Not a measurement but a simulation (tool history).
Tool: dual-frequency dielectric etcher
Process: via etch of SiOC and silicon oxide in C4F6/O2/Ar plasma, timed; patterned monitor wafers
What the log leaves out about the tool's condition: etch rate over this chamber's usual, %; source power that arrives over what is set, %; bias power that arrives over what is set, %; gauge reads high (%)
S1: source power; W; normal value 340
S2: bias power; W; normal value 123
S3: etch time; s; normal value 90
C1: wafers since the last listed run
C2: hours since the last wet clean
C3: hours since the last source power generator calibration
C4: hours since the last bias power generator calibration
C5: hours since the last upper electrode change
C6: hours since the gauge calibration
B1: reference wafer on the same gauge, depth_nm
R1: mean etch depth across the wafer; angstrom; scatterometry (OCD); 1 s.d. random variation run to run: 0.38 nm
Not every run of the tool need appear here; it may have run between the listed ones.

run 1 hour=0 | S1=340 S2=114 S3=90 | C1=0 C2=178.3 C3=1312.5 C4=2238.3 C5=3023.3 C6=103.6 | B1=115.1 | R1=997
run 2 hour=16.2 | S1=340 S2=123 S3=90 | C1=180 C2=194.5 C3=1328.7 C4=2254.5 C5=3039.5 C6=119.8 | B1=114.9 | R1=1020
run 3 hour=28.1 | S1=340 S2=123 S3=90 | C1=132 C2=206.4 C3=1340.6 C4=2266.4 C5=3051.4 C6=131.7 | B1=115 | R1=1018
run 4 hour=42.6 | S1=340 S2=123 S3=90 | C1=161 C2=220.9 C3=1355.1 C4=2280.9 C5=3065.9 C6=146.2 | B1=114.8 | R1=1020
run 5 hour=54.6 | S1=340 S2=109 S3=90 | C1=133 C2=232.9 C3=1367.1 C4=2292.9 C5=3077.9 C6=158.2 | B1=115.1 | R1=1007
run 6 hour=67.2 | S1=340 S2=123 S3=90 | C1=140 C2=245.5 C3=1379.7 C4=2305.5 C5=3090.5 C6=170.8 | B1=115 | R1=1030
run 7 hour=76.2 | S1=340 S2=123 S3=90 | C1=100 C2=254.5 C3=1388.7 C4=2314.5 C5=3099.5 C6=179.8 | B1=115 | R1=1026
run 8 hour=90.3 | S1=340 S2=123 S3=90 | C1=156 C2=268.6 C3=1402.8 C4=2328.6 C5=3113.6 C6=193.9 | B1=115 | R1=1022
run 9 hour=97.9 | S1=340 S2=123 S3=90 | C1=84 C2=276.2 C3=1410.4 C4=2336.2 C5=3121.2 C6=201.5 | B1=115.1 | R1=1028
run 10 hour=111.5 | S1=340 S2=123 S3=90 | C1=151 C2=289.8 C3=1424 C4=2349.8 C5=3134.8 C6=215.1 | B1=115.2 | R1=1027
run 11 hour=122.7 | S1=340 S2=123 S3=90 | C1=124 C2=301 C3=1435.2 C4=2361 C5=3146 C6=226.3 | B1=115 | R1=1030
-- hour=135.9 gauge calibrated
run 12 hour=136.2 | S1=340 S2=123 S3=90 | C1=150 C2=314.5 C3=1448.7 C4=2374.5 C5=3159.5 C6=0.3 | B1=114.9 | R1=1033
run 13 hour=144.8 | S1=340 S2=123 S3=90 | C1=95 C2=323.1 C3=1457.3 C4=2383.1 C5=3168.1 C6=8.9 | B1=115 | R1=1025
-- hour=176 wet clean of the chamber
run 14 hour=176.5 | S1=340 S2=123 S3=90 | C1=85 C2=0.5 C3=1489 C4=2414.8 C5=3199.8 C6=40.6 | B1=115.2 | R1=1010
run 15 hour=176.8 | S1=340 S2=123 S3=90 | C1=3 C2=0.8 C3=1489.3 C4=2415.1 C5=3200.1 C6=40.9 | B1=115.2 | R1=1002
run 16 hour=181 | S1=280 S2=123 S3=90 | C1=46 C2=5 C3=1493.5 C4=2419.3 C5=3204.3 C6=45.1 | B1=114.9 | R1=891
run 17 hour=197.8 | S1=340 S2=123 S3=103.5 | C1=186 C2=21.8 C3=1510.3 C4=2436.1 C5=3221.1 C6=61.9 | B1=114.9 | R1=1159
run 18 hour=212.9 | S1=370 S2=138 S3=90 | C1=167 C2=36.9 C3=1525.4 C4=2451.2 C5=3236.2 C6=77 | B1=115.1 | R1=1086
-- hour=217.9 bias power generator calibrated
run 19 hour=226.6 | S1=410 S2=123 S3=90 | C1=107 C2=50.6 C3=1539.1 C4=8.7 C5=3249.9 C6=90.7 | B1=114.8 | R1=1116
run 20 hour=233.4 | S1=320 S2=112 S3=101.5 | C1=75 C2=57.4 C3=1545.9 C4=15.5 C5=3256.7 C6=97.5 | B1=115.1 | R1=1073
run 21 hour=248.9 | S1=300 S2=147 S3=109.5 | C1=172 C2=72.9 C3=1561.4 C4=31 C5=3272.2 C6=113 | B1=114.8 | R1=1193
-- hour=274.4 upper electrode replaced
-- hour=278.9 source power generator calibrated
run 22 hour=279.4 | S1=340 S2=123 S3=108 | C1=27 C2=103.4 C3=0.5 C4=61.5 C5=5 C6=143.5 | B1=115.1 | R1=1219
run 23 hour=311.6 | S1=340 S2=151 S3=78.5 | C1=358 C2=135.6 C3=32.7 C4=93.7 C5=37.2 C6=175.7 | B1=115 | R1=936
run 24 hour=323.4 | S1=270 S2=144 S3=90 | C1=131 C2=147.4 C3=44.5 C4=105.5 C5=49 C6=187.5 | B1=115.2 | R1=923
run 25 hour=334.8 | S1=260 S2=145 S3=102.5 | C1=126 C2=158.8 C3=55.9 C4=116.9 C5=60.4 C6=198.9 | B1=115 | R1=1015
run 26 hour=350.9 | S1=340 S2=123 S3=90 | C1=179 C2=174.9 C3=72 C4=133 C5=76.5 C6=215 | B1=115 | R1=1020
-- hour=366.2 gauge calibrated
run 27 hour=368.5 | S1=360 S2=123 S3=90 | C1=195 C2=192.5 C3=89.6 C4=150.6 C5=94.1 C6=2.3 | B1=114.9 | R1=1062
run 28 hour=375.3 | S1=290 S2=123 S3=90 | C1=75 C2=199.3 C3=96.4 C4=157.4 C5=100.9 C6=9.1 | B1=115.2 | R1=927
run 29 hour=385 | S1=340 S2=151 S3=90 | C1=107 C2=209 C3=106.1 C4=167.1 C5=110.6 C6=18.8 | B1=115.1 | R1=1085
run 30 hour=396.6 | S1=340 S2=123 S3=113.5 | C1=129 C2=220.6 C3=117.7 C4=178.7 C5=122.2 C6=30.4 | B1=114.8 | R1=1299
run 31 hour=407.2 | S1=340 S2=123 S3=90 | C1=117 C2=231.2 C3=128.3 C4=189.3 C5=132.8 C6=41 | B1=114.9 | R1=1034

Predict each of these 3 candidate next runs independently; none follows another, all start after run 31:
run A hour=407.6 | S1=340 S2=123 S3=90 | C1=4 C2=231.6 C3=128.7 C4=189.7 C5=133.2 C6=41.4 | B1=? | R1=?
run B hour=407.6 | S1=340 S2=136 S3=90 | C1=4 C2=231.6 C3=128.7 C4=189.7 C5=133.2 C6=41.4 | B1=? | R1=?
run C hour=407.6 | S1=340 S2=103 S3=68 | C1=4 C2=231.6 C3=128.7 C4=189.7 C5=133.2 C6=41.4 | B1=? | R1=?

run=A B1=114.9 R1=1027
run=B B1=114.9 R1=1051
run=C B1=114.9 R1=747
Take away the tool's hidden state, keep each run's random variation, and the runs would have read:
run=A R1=999
run=B R1=1022
run=C R1=727
